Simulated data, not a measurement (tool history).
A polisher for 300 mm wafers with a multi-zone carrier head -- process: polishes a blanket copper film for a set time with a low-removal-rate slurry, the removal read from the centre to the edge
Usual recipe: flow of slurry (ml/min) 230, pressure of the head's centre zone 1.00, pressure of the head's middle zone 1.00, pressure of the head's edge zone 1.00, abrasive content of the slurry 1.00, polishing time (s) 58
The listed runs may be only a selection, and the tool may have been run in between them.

run     day  flow of slurry (ml/min)  pressure of the head's centre zone  pressure of the head's middle zone  pressure of the head's edge zone  abrasive content of the slurry  polishing time (s)  wafers since the last listed run  wafers polished on this pad  hours since the slurry nozzle was cleaned  hours since the centre zone pressure was calibrated  hours since the edge zone pressure was calibrated  hours since the carrier head's membrane was replaced  incoming thickness of the incoming film, nm  film removed at the wafer's centre (nm)  film removed at mid-radius (nm)  film removed at the wafer's edge (nm)
  1   0.000                      230                                1.00                                1.00                              1.00                            1.00                  52                                 0                         1516                                      449.2                                                428.1                                              176.0                                                 764.7                                       1356.3                                     92.8                             96.3                                   92.5
      0.675  -- slurry nozzle cleaned
  2   0.696                      230                                1.00                                1.00                              1.00                            1.00                  58                               185                         1702                                        0.5                                                444.8                                              192.7                                                 781.4                                       1356.0                                    102.3                            106.7                                  103.3
  3   1.425                      230                                1.00                                1.00                              1.00                            1.00                  63                               206                         1908                                       18.0                                                462.3                                              210.2                                                 798.9                                       1358.9                                    111.7                            114.4                                  112.9
  4   2.250                      230                                0.96                                1.12                              1.12                            1.00                  58                               233                         2142                                       37.8                                                482.1                                              230.0                                                 818.7                                       1358.8                                     97.1                            110.4                                  107.1
      5.625  -- carrier head's membrane replaced by a new one
  5   5.721                      230                                1.00                                1.00                              1.00                            1.00                  58                               924                         3066                                      121.1                                                565.4                                              313.3                                                   2.3                                       1361.5                                     98.2                            100.2                                   98.9
  6   6.825                      230                                1.00                                1.00                              1.00                            1.00                  58                               312                         3379                                      147.6                                                591.9                                              339.8                                                  28.8                                       1373.3                                     96.7                             97.7                                   96.0
      7.162  -- edge zone pressure recalibrated
      7.225  -- worn pad replaced by a new one
  7   7.783                      305                                1.00                                0.94                              0.94                            0.90                  58                               230                          158                                      170.6                                                614.9                                               14.9                                                  51.8                                       1372.0                                    109.7                            107.3                                  103.6
  8   8.479                      185                                1.00                                1.00                              0.97                            1.15                  41                               197                          355                                      187.3                                                631.6                                               31.6                                                  68.5                                       1346.5                                     73.3                             75.9                                   74.4
  9   9.454                      230                                1.00                                1.00                              1.00                            1.00                  68                               276                          631                                      210.7                                                655.0                                               55.0                                                  91.9                                       1346.9                                    125.6                            126.8                                  125.8
     10.138  -- centre zone pressure recalibrated
 10  10.892                      205                                0.91                                1.11                              1.00                            1.00                  58                               383                         1015                                      245.2                                                 18.1                                               89.5                                                 126.4                                       1372.4                                     93.6                            112.5                                  104.3
 11  11.442                      230                                1.00                                1.00                              1.00                            1.00                  58                               155                         1170                                      258.4                                                 31.3                                              102.7                                                 139.6                                       1362.8                                    104.9                            108.1                                  105.9
 12  12.688                      230                                1.00                                1.00                              1.00                            1.00                  58                               352                         1523                                      288.3                                                 61.2                                              132.6                                                 169.5                                       1347.9                                    104.1                            108.2                                  107.5
 13  13.367                      305                                1.00                                0.94                              0.94                            0.90                  58                               192                         1716                                      304.6                                                 77.5                                              148.9                                                 185.8                                       1364.4                                    102.9                            103.6                                  101.7
 14  14.483                      230                                1.00                                1.00                              1.00                            0.85                  58                               316                         2032                                      331.4                                                104.3                                              175.7                                                 212.6                                       1355.3                                     98.5                            103.0                                  100.6
 15  15.942                      230                                0.96                                0.94                              1.08                            1.00                  69                               413                         2445                                      366.4                                                139.3                                              210.7                                                 247.6                                       1354.6                                    116.4                            119.4                                  126.5
 16  17.329                      230                                1.00                                1.09                              1.00                            1.00                  40                               393                         2839                                      399.7                                                172.6                                              244.0                                                 280.9                                       1365.8                                     69.2                             73.2                                   69.6
     17.675  -- slurry nozzle cleaned
 17  18.150                      230                                1.00                                1.00                              1.00                            1.00                  58                               220                         3059                                       11.4                                                192.3                                              263.7                                                 300.6                                       1361.8                                     96.6                            100.2                                   99.5
 18  19.525                      290                                1.00                                1.00                              0.94                            0.90                  78                               389                         3449                                       44.4                                                225.3                                              296.7                                                 333.6                                       1335.8                                    127.9                            131.9                                  124.2
     19.996  -- worn pad replaced by a new one
 19  20.358                      230                                0.91                                1.00                              1.07                            1.20                  38                               188                          102                                       64.4                                                245.3                                              316.7                                                 353.6                                       1342.3                                     65.2                             74.5                                   76.4
 20  21.538                      175                                1.00                                1.00                              1.00                            1.00                  41                               334                          436                                       92.7                                                273.6                                              345.0                                                 381.9                                       1368.5                                     71.8                             74.2                                   73.9
 21  22.133                      230                                0.88                                0.96                              1.00                            1.00                  58                               168                          605                                      107.0                                                287.9                                              359.3                                                 396.2                                       1334.2                                     93.1                            107.8                                  108.5

4 options for the next run, each taken on its own from the tool as it stands now. Forecast them:
  A  22.150                      230                                1.00                                1.00                              1.11                            1.00                  58                                 4                          610                                      107.4                                                288.3                                              359.7                                                 396.6                                       1330.7                                        ?                                ?                                      ?
  B  22.150                      230                                1.00                                0.96                              1.00                            1.00                  73                                 4                          610                                      107.4                                                288.3                                              359.7                                                 396.6                                       1330.7                                        ?                                ?                                      ?
  C  22.150                      230                                1.05                                1.00                              1.00                            1.00                  58                                 4                          610                                      107.4                                                288.3                                              359.7                                                 396.6                                       1330.7                                        ?                                ?                                      ?
  D  22.150                      230                                1.00                                1.00                              1.00                            1.15                  58                                 4                          610                                      107.4                                                288.3                                              359.7                                                 396.6                                       1330.7                                        ?                                ?                                      ?

run  film removed at the wafer's centre (nm)  film removed at mid-radius (nm)  film removed at the wafer's edge (nm)
  A                                    106.7                            109.9                                  111.6
  B                                    134.2                            135.8                                  133.4
  C                                    112.0                            109.9                                  106.0
  D                                    109.7                            113.0                                  109.0
Without the tool's unlogged condition, the same runs would have read:
run  film removed at the wafer's centre (nm)  film removed at mid-radius (nm)  film removed at the wafer's edge (nm)
  A                                    107.4                            110.6                                  112.4
  B                                    135.2                            136.7                                  134.4
  C                                    112.8                            110.6                                  106.7
  D                                    110.5                            113.8                                  109.8

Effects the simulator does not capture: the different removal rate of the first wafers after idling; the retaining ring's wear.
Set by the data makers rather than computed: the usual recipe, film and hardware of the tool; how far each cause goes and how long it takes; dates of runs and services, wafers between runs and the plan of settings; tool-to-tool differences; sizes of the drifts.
